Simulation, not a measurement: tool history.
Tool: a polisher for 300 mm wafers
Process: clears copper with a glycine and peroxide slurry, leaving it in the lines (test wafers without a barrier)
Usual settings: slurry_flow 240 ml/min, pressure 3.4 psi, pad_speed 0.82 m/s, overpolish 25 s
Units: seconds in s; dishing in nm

| run | hour | slurry_flow | pressure | pad_speed | overpolish | incoming thickness of the incoming film, nm | seconds | dishing |
|---|---|---|---|---|---|---|---|---|
| 1 | 0.0 | 240 | 3.4 | 0.82 | 25 | 573.6 | 100.7 | 57.2 |
|  | 7.6 | head pressure recalibrated |
| 2 | 66.8 | 240 | 3.4 | 0.82 | 25 | 566.5 | 102.5 | 58.7 |
| 3 | 104.1 | 240 | 3.4 | 0.82 | 25 | 572.3 | 104.4 | 58.5 |
| 4 | 173.4 | 240 | 3.4 | 0.82 | 25 | 578.5 | 102.8 | 57.5 |
|  | 230.6 | worn pad replaced by a new one |
| 5 | 236.8 | 240 | 3.4 | 0.82 | 25 | 574.4 | 102.7 | 58.5 |
| 6 | 332.3 | 240 | 3.4 | 0.82 | 25 | 571.6 | 104.2 | 58.3 |
| 7 | 388.7 | 240 | 3.4 | 0.82 | 25 | 570.8 | 103.4 | 57.3 |
| 8 | 467.6 | 240 | 3.4 | 0.82 | 25 | 568.2 | 104.7 | 57.1 |
|  | 513.9 | worn pad replaced by a new one |
| 9 | 542.7 | 240 | 3.4 | 0.82 | 25 | 573.1 | 106.6 | 57.8 |
| 10 | 601.5 | 240 | 3.4 | 0.82 | 25 | 580.5 | 109.3 | 57.6 |
| 11 | 645.9 | 240 | 3.4 | 0.82 | 25 | 577.2 | 111.0 | 56.6 |
| 12 | 695.1 | 240 | 4.1 | 0.56 | 39 | 570.5 | 128.6 | 65.9 |
|  | 733.3 | head pressure recalibrated |
|  | 801.0 | worn pad replaced by a new one |
| 13 | 802.2 | 240 | 3.4 | 1.08 | 25 | 572.5 | 92.1 | 58.0 |
| 14 | 873.9 | 190 | 3.4 | 0.82 | 19 | 573.3 | 133.4 | 43.6 |
|  | 878.8 | slurry nozzle cleaned |
| 15 | 922.0 | 240 | 3.4 | 0.82 | 25 | 569.8 | 100.2 | 58.5 |

Forecast run 16:
| 16 | 998.0 | 240 | 3.4 | 0.82 | 25 | 564.2 | ? | ? |

{"run 16": {"seconds": 100.5, "dishing": 59.4}}
Without the tool's hidden state the same run would have given seconds 100.2 s, dishing 59.5 nm.
